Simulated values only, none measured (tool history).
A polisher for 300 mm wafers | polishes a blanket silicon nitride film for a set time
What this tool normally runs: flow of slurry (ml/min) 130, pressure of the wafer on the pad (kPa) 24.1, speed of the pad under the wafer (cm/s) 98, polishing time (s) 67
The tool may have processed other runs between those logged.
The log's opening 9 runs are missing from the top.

run,hour,flow of slurry (ml/min),pressure of the wafer on the pad (kPa),speed of the pad under the wafer (cm/s),polishing time (s),wafers since the last listed run,wafers polished on this pad,hours since the slurry nozzle was cleaned,hours since the head pressure was calibrated,"incoming thickness of the incoming film, nm",film removed (angstrom)
# hour 153.5: head pressure recalibrated
10,176.9,130,24.1,70,67,510,515,327.6,23.4,487.2,677
11,184.7,130,24.1,70,67,80,595,335.4,31.2,495.5,672
12,201.5,100,24.1,98,67,172,768,352.2,48.0,485.5,737
# hour 204.8: slurry nozzle cleaned
13,217.3,100,24.1,98,67,152,920,12.5,63.8,489.2,868
14,232.8,100,24.1,98,67,159,1080,28.0,79.3,500.2,884
# hour 236.9: worn pad replaced by a new one
15,243.5,130,24.1,98,67,68,68,38.7,90.0,489.7,926
16,254.9,130,24.1,98,67,117,185,50.1,101.4,496.6,908
17,264.5,130,24.1,98,87,98,284,59.7,111.0,484.6,1165
18,280.9,150,24.1,66,73,168,453,76.1,127.4,495.3,838
19,291.0,130,24.1,98,67,103,557,86.2,137.5,482.0,895
20,299.6,130,17.9,98,53,88,645,94.8,146.1,491.8,533
# hour 328.5: worn pad replaced by a new one
21,339.8,95,18.6,76,67,372,115,135.0,186.3,485.9,567
22,352.6,100,24.1,98,67,131,247,147.8,199.1,488.9,836
23,359.6,130,24.1,98,77,72,319,154.8,206.1,496.2,1021
24,368.4,120,24.1,98,73,90,410,163.6,214.9,492.4,975
25,375.4,130,24.1,98,67,72,482,170.6,221.9,487.8,871
26,393.3,105,17.9,116,67,184,666,188.5,239.8,490.8,696
27,400.2,130,24.1,88,67,70,737,195.4,246.7,487.9,818
28,425.1,160,24.1,98,81,256,993,220.3,271.6,498.4,1117
# hour 438.6: worn pad replaced by a new one
29,461.0,105,15.9,98,85,328,230,256.2,307.5,485.0,684
30,478.9,130,24.1,98,88,184,415,274.1,325.4,487.9,1110
31,493.6,110,18.6,110,86,151,566,288.8,340.1,495.0,867
32,502.6,110,18.6,98,74,92,658,297.8,349.1,483.5,696

Forecast each of these 4 alternatives for the next run:
A,503.0,130,24.1,98,46,4,663,298.2,349.5,488.5,?
B,503.0,145,24.1,70,50,4,663,298.2,349.5,488.5,?
C,503.0,130,20.7,82,83,4,663,298.2,349.5,488.5,?
D,503.0,105,24.1,98,78,4,663,298.2,349.5,488.5,?

run,film removed (angstrom)
A,569
B,533
C,806
D,898
What these runs would have given with no unlogged condition in the tool:
run,film removed (angstrom)
A,631
B,585
C,893
D,1018

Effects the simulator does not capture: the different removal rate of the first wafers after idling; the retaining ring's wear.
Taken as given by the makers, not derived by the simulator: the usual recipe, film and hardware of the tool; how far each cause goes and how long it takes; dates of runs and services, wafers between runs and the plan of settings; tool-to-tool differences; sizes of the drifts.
